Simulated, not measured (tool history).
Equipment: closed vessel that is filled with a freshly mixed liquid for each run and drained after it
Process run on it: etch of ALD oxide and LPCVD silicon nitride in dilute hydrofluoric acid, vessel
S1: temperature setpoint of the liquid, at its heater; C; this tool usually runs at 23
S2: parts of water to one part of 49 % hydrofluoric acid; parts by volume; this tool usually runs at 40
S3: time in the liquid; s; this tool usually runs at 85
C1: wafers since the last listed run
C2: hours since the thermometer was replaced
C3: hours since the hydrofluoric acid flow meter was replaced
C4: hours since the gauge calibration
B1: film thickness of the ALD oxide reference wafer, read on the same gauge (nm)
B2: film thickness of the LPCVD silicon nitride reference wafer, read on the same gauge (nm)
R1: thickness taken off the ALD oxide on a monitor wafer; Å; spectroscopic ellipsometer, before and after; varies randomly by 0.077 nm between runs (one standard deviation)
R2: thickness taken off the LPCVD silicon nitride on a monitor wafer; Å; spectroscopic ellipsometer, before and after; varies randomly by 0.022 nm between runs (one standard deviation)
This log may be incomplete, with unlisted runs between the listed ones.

{"run": 1, "hour": 0.0, "S1": 23, "S2": 40, "S3": 85, "C1": 0, "C2": 2840.4, "C3": 547.4, "C4": 17.8, "B1": 40.02, "B2": 69.994, "R1": 201.8, "R2": 9.76}
{"run": 2, "hour": 7.3, "S1": 23, "S2": 40, "S3": 85, "C1": 972, "C2": 2847.7, "C3": 554.7, "C4": 25.1, "B1": 40, "B2": 70.004, "R1": 201.3, "R2": 9.62}
{"run": 3, "hour": 19.3, "S1": 23, "S2": 40, "S3": 85, "C1": 1597, "C2": 2859.7, "C3": 566.7, "C4": 37.1, "B1": 40, "B2": 70.013, "R1": 198.8, "R2": 9.8}
{"run": 4, "hour": 28.9, "S1": 23, "S2": 40, "S3": 85, "C1": 1278, "C2": 2869.3, "C3": 576.3, "C4": 46.7, "B1": 39.97, "B2": 70.002, "R1": 199.8, "R2": 9.84}
{"run": 5, "hour": 37.0, "S1": 23, "S2": 50, "S3": 85, "C1": 1078, "C2": 2877.4, "C3": 584.4, "C4": 54.8, "B1": 39.96, "B2": 70.011, "R1": 157.9, "R2": 7.9}
{"run": 6, "hour": 50.4, "S1": 23, "S2": 50, "S3": 85, "C1": 1784, "C2": 2890.8, "C3": 597.8, "C4": 68.2, "B1": 39.96, "B2": 69.995, "R1": 157.3, "R2": 7.73}
{"run": 7, "hour": 64.1, "S1": 23, "S2": 50, "S3": 85, "C1": 1824, "C2": 2904.5, "C3": 611.5, "C4": 81.9, "B1": 40.01, "B2": 70.008, "R1": 156.3, "R2": 7.97}
{"hour": 66.2, "done": "hydrofluoric acid flow meter replaced"}
{"run": 8, "hour": 72.5, "S1": 23, "S2": 50, "S3": 85, "C1": 985, "C2": 2912.9, "C3": 6.3, "C4": 90.3, "B1": 40.04, "B2": 69.998, "R1": 175.1, "R2": 8.84}
{"run": 9, "hour": 81.5, "S1": 23, "S2": 40, "S3": 85, "C1": 1198, "C2": 2921.9, "C3": 15.3, "C4": 99.3, "B1": 39.98, "B2": 69.981, "R1": 221.4, "R2": 10.82}
{"run": 10, "hour": 98.4, "S1": 23, "S2": 40, "S3": 85, "C1": 2250, "C2": 2938.8, "C3": 32.2, "C4": 116.2, "B1": 39.97, "B2": 69.997, "R1": 221.8, "R2": 10.67}
{"hour": 104.7, "done": "gauge calibrated"}
{"run": 11, "hour": 107.3, "S1": 25.5, "S2": 45, "S3": 110, "C1": 1185, "C2": 2947.7, "C3": 41.1, "C4": 2.6, "B1": 40, "B2": 69.975, "R1": 278.1, "R2": 14.73}
{"hour": 118.8, "done": "thermometer replaced"}
{"run": 12, "hour": 119.6, "S1": 28, "S2": 60, "S3": 130, "C1": 1504, "C2": 0.8, "C3": 53.4, "C4": 14.9, "B1": 39.98, "B2": 70.008, "R1": 266.9, "R2": 15.19}
{"run": 13, "hour": 135.8, "S1": 19, "S2": 25, "S3": 50, "C1": 2157, "C2": 17, "C3": 69.6, "C4": 31.1, "B1": 39.97, "B2": 70.009, "R1": 175.8, "R2": 7.32}
{"run": 14, "hour": 145.4, "S1": 19, "S2": 40, "S3": 35, "C1": 1278, "C2": 26.6, "C3": 79.2, "C4": 40.7, "B1": 40.01, "B2": 70.012, "R1": 76.3, "R2": 3.34}
{"run": 15, "hour": 156.3, "S1": 20, "S2": 40, "S3": 130, "C1": 1451, "C2": 37.5, "C3": 90.1, "C4": 51.6, "B1": 40.01, "B2": 70.011, "R1": 295.1, "R2": 13.33}

Below are 5 alternative next runs, each starting from the tool's condition after run 15. Predict each:
{"run": "A", "hour": 157.0, "S1": 27.5, "S2": 40, "S3": 85, "C1": 93, "C2": 38.2, "C3": 90.8, "C4": 52.3, "B1": "?", "B2": "?", "R1": "?", "R2": "?"}
{"run": "B", "hour": 157.0, "S1": 20, "S2": 50, "S3": 115, "C1": 93, "C2": 38.2, "C3": 90.8, "C4": 52.3, "B1": "?", "B2": "?", "R1": "?", "R2": "?"}
{"run": "C", "hour": 157.0, "S1": 23, "S2": 55, "S3": 110, "C1": 93, "C2": 38.2, "C3": 90.8, "C4": 52.3, "B1": "?", "B2": "?", "R1": "?", "R2": "?"}
{"run": "D", "hour": 157.0, "S1": 21, "S2": 45, "S3": 85, "C1": 93, "C2": 38.2, "C3": 90.8, "C4": 52.3, "B1": "?", "B2": "?", "R1": "?", "R2": "?"}
{"run": "E", "hour": 157.0, "S1": 23, "S2": 40, "S3": 110, "C1": 93, "C2": 38.2, "C3": 90.8, "C4": 52.3, "B1": "?", "B2": "?", "R1": "?", "R2": "?"}

run=A B1=40.01 B2=70.016 R1=264.7 R2=13.92
run=B B1=40.01 B2=70.016 R1=207.2 R2=9.12
run=C B1=40.01 B2=70.016 R1=203 R2=9.76
run=D B1=40.01 B2=70.016 R1=178.7 R2=8
run=E B1=40.01 B2=70.016 R1=284.8 R2=13.32
What these runs would have given with no unlogged condition in the tool:
run=A R1=269.7 R2=14.17
run=B R1=211.1 R2=9.27
run=C R1=206.9 R2=9.93
run=D R1=182 R2=8.14
run=E R1=290.1 R2=13.55
